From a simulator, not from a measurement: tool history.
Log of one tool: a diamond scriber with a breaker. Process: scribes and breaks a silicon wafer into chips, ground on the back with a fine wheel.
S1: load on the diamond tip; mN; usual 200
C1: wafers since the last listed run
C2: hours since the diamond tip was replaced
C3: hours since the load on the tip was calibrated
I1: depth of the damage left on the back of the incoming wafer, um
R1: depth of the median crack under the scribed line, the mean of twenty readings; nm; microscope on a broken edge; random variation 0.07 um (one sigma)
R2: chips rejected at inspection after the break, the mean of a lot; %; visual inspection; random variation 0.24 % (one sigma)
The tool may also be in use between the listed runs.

run 1 hour=0 | S1=200 | C1=0 C2=620.1 C3=945.2 | I1=2.62 | R1=7990 R2=8.81
run 2 hour=18.8 | S1=200 | C1=50 C2=638.9 C3=964 | I1=2.32 | R1=7780 R2=8.33
run 3 hour=49.1 | S1=200 | C1=81 C2=669.2 C3=994.3 | I1=1.57 | R1=7880 R2=6.31
run 4 hour=76.6 | S1=200 | C1=74 C2=696.7 C3=1021.8 | I1=1.95 | R1=7930 R2=6.18
run 5 hour=93.4 | S1=200 | C1=45 C2=713.5 C3=1038.6 | I1=2.11 | R1=7840 R2=7.43
run 6 hour=114 | S1=200 | C1=55 C2=734.1 C3=1059.2 | I1=3 | R1=7740 R2=10.26
run 7 hour=132.7 | S1=200 | C1=50 C2=752.8 C3=1077.9 | I1=2.09 | R1=7690 R2=8.41
run 8 hour=155 | S1=159 | C1=60 C2=775.1 C3=1100.2 | I1=2.8 | R1=6730 R2=22.71
run 9 hour=168.3 | S1=159 | C1=35 C2=788.4 C3=1113.5 | I1=2.25 | R1=6680 R2=20.75
run 10 hour=203.1 | S1=159 | C1=93 C2=823.2 C3=1148.3 | I1=1.87 | R1=6720 R2=23.06
run 11 hour=226.8 | S1=200 | C1=63 C2=846.9 C3=1172 | I1=1.55 | R1=7540 R2=9.78
run 12 hour=238.8 | S1=228 | C1=32 C2=858.9 C3=1184 | I1=2.13 | R1=8050 R2=5.28
run 13 hour=272.8 | S1=241 | C1=91 C2=892.9 C3=1218 | I1=2.84 | R1=8210 R2=6.23
run 14 hour=288.8 | S1=200 | C1=43 C2=908.9 C3=1234 | I1=2.63 | R1=7360 R2=13.97

Forecast run 15:
run 15 hour=323.3 | S1=244 | C1=92 C2=943.4 C3=1268.5 | I1=2.33 | R1=? R2=?

{"run 15": {"R1": 8130, "R2": 5.32}}
Without the tool's hidden state the same run would have given R1 9880 nm, R2 5.26 %.
